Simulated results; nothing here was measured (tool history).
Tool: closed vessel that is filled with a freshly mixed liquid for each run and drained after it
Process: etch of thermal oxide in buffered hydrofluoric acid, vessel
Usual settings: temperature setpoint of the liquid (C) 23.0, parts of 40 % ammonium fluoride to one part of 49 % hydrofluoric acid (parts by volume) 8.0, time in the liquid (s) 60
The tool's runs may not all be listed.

run    hour  temperature setpoint of the liquid (C)  parts of 40 % ammonium fluoride to one part of 49 % hydrofluoric acid (parts by volume)  time in the liquid (s)  wafers since the last listed run  hours since the thermometer was replaced  hours since the hydrofluoric acid flow meter was replaced  hours since the gauge calibration  read-back film thickness of the thermal oxide reference wafer, read on the same gauge (nm)  thickness taken off the thermal oxide on a monitor wafer (nm)
  1     0.0                                    23.0                                                                                      8.0                      60                                 0                                     173.5                                                     1128.6                              549.7                                                                                       80.02                                                          91.20
  2    49.7                                    23.0                                                                                      8.0                      60                              7229                                     223.2                                                     1178.3                              599.4                                                                                       79.99                                                          91.07
  3    75.3                                    23.0                                                                                      8.0                      60                              3723                                     248.8                                                     1203.9                              625.0                                                                                       79.97                                                          91.41
  4   105.3                                    23.0                                                                                      8.0                      40                              4363                                     278.8                                                     1233.9                              655.0                                                                                       80.00                                                          61.27
      123.6  -- gauge calibrated
  5   134.5                                    23.0                                                                                      8.0                      40                              4247                                     308.0                                                     1263.1                               10.9                                                                                       80.01                                                          61.20
  6   168.3                                    23.0                                                                                      8.0                      40                              4916                                     341.8                                                     1296.9                               44.7                                                                                       80.04                                                          60.99
  7   195.5                                    21.0                                                                                      8.0                      45                              3956                                     369.0                                                     1324.1                               71.9                                                                                       80.01                                                          62.12
  8   255.1                                    23.0                                                                                      8.0                      45                              8669                                     428.6                                                     1383.7                              131.5                                                                                       79.99                                                          69.57
  9   287.4                                    23.0                                                                                      8.0                      60                              4698                                     460.9                                                     1416.0                              163.8                                                                                       79.98                                                          92.62
 10   313.7                                    23.0                                                                                      8.0                      60                              3825                                     487.2                                                     1442.3                              190.1                                                                                       79.99                                                          92.25
 11   368.3                                    23.0                                                                                      8.0                      60                              7941                                     541.8                                                     1496.9                              244.7                                                                                       80.03                                                          92.67
 12   429.4                                    23.0                                                                                      8.0                      60                              8887                                     602.9                                                     1558.0                              305.8                                                                                       80.00                                                          92.80
 13   474.4                                    26.0                                                                                      6.0                      30                              6545                                     647.9                                                     1603.0                              350.8                                                                                       79.99                                                          71.17
 14   518.9                                    23.0                                                                                      8.0                      60                              6472                                     692.4                                                     1647.5                              395.3                                                                                       80.00                                                          94.31
 15   649.3                                    23.0                                                                                      8.0                      60                             18967                                     822.8                                                     1777.9                              525.7                                                                                       79.99                                                          94.02
 16   688.5                                    26.0                                                                                      5.5                      90                              5701                                     862.0                                                     1817.1                              564.9                                                                                       80.02                                                         230.96
      700.9  -- gauge calibrated
      702.3  -- thermometer replaced
      727.9  -- hydrofluoric acid flow meter replaced
 17   756.9                                    20.5                                                                                      6.0                      95                              9658                                      54.6                                                       29.0                               56.0                                                                                       79.98                                                         156.39
 18   806.1                                    20.5                                                                                      6.0                      50                              7156                                     103.8                                                       78.2                              105.2                                                                                       79.98                                                          82.93
 19   859.0                                    21.0                                                                                      8.0                      30                              7694                                     156.7                                                      131.1                              158.1                                                                                       80.00                                                          38.78
 20   895.2                                    26.5                                                                                     10.5                      80                              5265                                     192.9                                                      167.3                              194.3                                                                                       80.01                                                         108.84
 21   929.4                                    23.0                                                                                      8.0                      60                              4974                                     227.1                                                      201.5                              228.5                                                                                       80.00                                                          86.55
 22  1001.3                                    23.0                                                                                      8.0                      85                             10458                                     299.0                                                      273.4                              300.4                                                                                       80.02                                                         123.05
 23  1061.1                                    23.0                                                                                      8.0                      60                              8698                                     358.8                                                      333.2                              360.2                                                                                       79.98                                                          87.98
 24  1132.1                                    23.0                                                                                      6.0                      60                             10327                                     429.8                                                      404.2                              431.2                                                                                       79.99                                                         115.23
 25  1161.6                                    23.0                                                                                      8.0                      75                              4290                                     459.3                                                      433.7                              460.7                                                                                       80.01                                                         108.47

Forecast each of these 4 alternatives for the next run:
  A  1162.3                                    23.0                                                                                      8.0                      60                               101                                     460.0                                                      434.4                              461.4                                                                                           ?                                                              ?
  B  1162.3                                    18.5                                                                                      7.0                      30                               101                                     460.0                                                      434.4                              461.4                                                                                           ?                                                              ?
  C  1162.3                                    26.0                                                                                      8.0                      60                               101                                     460.0                                                      434.4                              461.4                                                                                           ?                                                              ?
  D  1162.3                                    19.0                                                                                      8.0                      60                               101                                     460.0                                                      434.4                              461.4                                                                                           ?                                                              ?

run  read-back film thickness of the thermal oxide reference wafer, read on the same gauge (nm)  thickness taken off the thermal oxide on a monitor wafer (nm)
  A                                                                                       80.01                                                          87.39
  B                                                                                       80.01                                                          38.99
  C                                                                                       80.01                                                         102.85
  D                                                                                       80.01                                                          69.98
Without the tool's hidden state the same runs would have given:
run  thickness taken off the thermal oxide on a monitor wafer (nm)
  A                                                          83.92
  B                                                          37.74
  C                                                          98.77
  D                                                          67.20
